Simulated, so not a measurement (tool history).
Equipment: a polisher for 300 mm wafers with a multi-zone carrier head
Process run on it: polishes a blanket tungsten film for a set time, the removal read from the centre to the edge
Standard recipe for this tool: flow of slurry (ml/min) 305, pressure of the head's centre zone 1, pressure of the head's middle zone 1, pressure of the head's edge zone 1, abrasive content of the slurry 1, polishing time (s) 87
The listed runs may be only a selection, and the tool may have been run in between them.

run,hour,flow of slurry (ml/min),pressure of the head's centre zone,pressure of the head's middle zone,pressure of the head's edge zone,abrasive content of the slurry,polishing time (s),"incoming thickness of the incoming film, nm",film removed at the wafer's centre (nm),film removed at mid-radius (nm),film removed at the wafer's edge (nm)
1,0,305,0.96,1.03,1,1,87,1481.2,312,328.3,325.7
2,28.4,305,0.96,1.03,1,1,87,1440.9,317,321.1,338.8
3,52.2,305,0.96,1.03,1,1,87,1491.7,321,328.4,333.4
4,72.1,305,1,1,1,1,87,1459.8,326.6,316.7,337.6
5,97.4,305,1,1,1,1,87,1448,332.1,317.6,334
# hour 119.1: worn pad replaced by a new one
6,125.2,305,1,1,1,1,87,1481.5,338.2,319.6,337.8
7,149,305,1,1,1,1,87,1479.4,329.2,322.1,333.4
# hour 159.2: edge zone pressure recalibrated
8,168,305,1,1,1,1,87,1478,336.9,316.4,328.8
# hour 180.1: carrier head's membrane replaced by a new one
9,187.4,220,0.91,1,1,1,87,1462.4,293.7,304.7,326.3
10,222.4,305,1,1,0.93,1,87,1475.2,342.8,318.6,331.5
11,238.5,305,1,1,1,1,106,1459.4,421.8,387.3,412
12,260.1,305,1,1,1,1,87,1436.2,342.1,317.3,332.1
# hour 286.3: worn pad replaced by a new one
13,289.5,305,1,1,1,1,87,1477.7,335.1,319.6,336.3
14,310.5,405,0.92,1.07,1,1,70,1454.4,255.4,281.3,270.2
15,343.6,305,1,0.93,1,1.25,87,1479,353.7,307.8,340.9
16,373.4,350,1,1,1,1,69,1465.4,278.9,256.9,272.6
17,402.3,305,0.9,1,1,1,87,1454,315.2,318.8,345.9
18,437.5,305,1.05,1,0.9,0.75,87,1441.2,344.9,304.3,307.2
# hour 460.8: worn pad replaced by a new one
19,461.3,340,1,1,1,1,87,1468.4,357.3,319.6,337.8
20,478.4,305,1,1,1,1,87,1463.3,349,322,335.2
21,493.1,355,0.96,1,1,1.15,87,1459.7,360.1,333.3,343.2
22,519.9,245,1.11,1.1,1,1,87,1463.4,379.7,335.1,323

Alternative continuations, all from the tool just after run 22; predict every row:
A,520.3,305,1,1,1.12,1,87,1464.3,?,?,?
B,520.3,305,0.9,1.09,1.12,1.25,87,1464.3,?,?,?
C,520.3,305,0.96,0.94,1,0.85,87,1464.3,?,?,?

run,film removed at the wafer's centre (nm),film removed at mid-radius (nm),film removed at the wafer's edge (nm)
A,346.8,317.2,357
B,326.2,356.8,372.6
C,322.7,292.2,327.9
Without the tool's hidden state the same runs would have given:
run,film removed at the wafer's centre (nm),film removed at mid-radius (nm),film removed at the wafer's edge (nm)
A,326.1,317.3,357
B,306.6,356.9,372.6
C,303.4,292.3,327.9
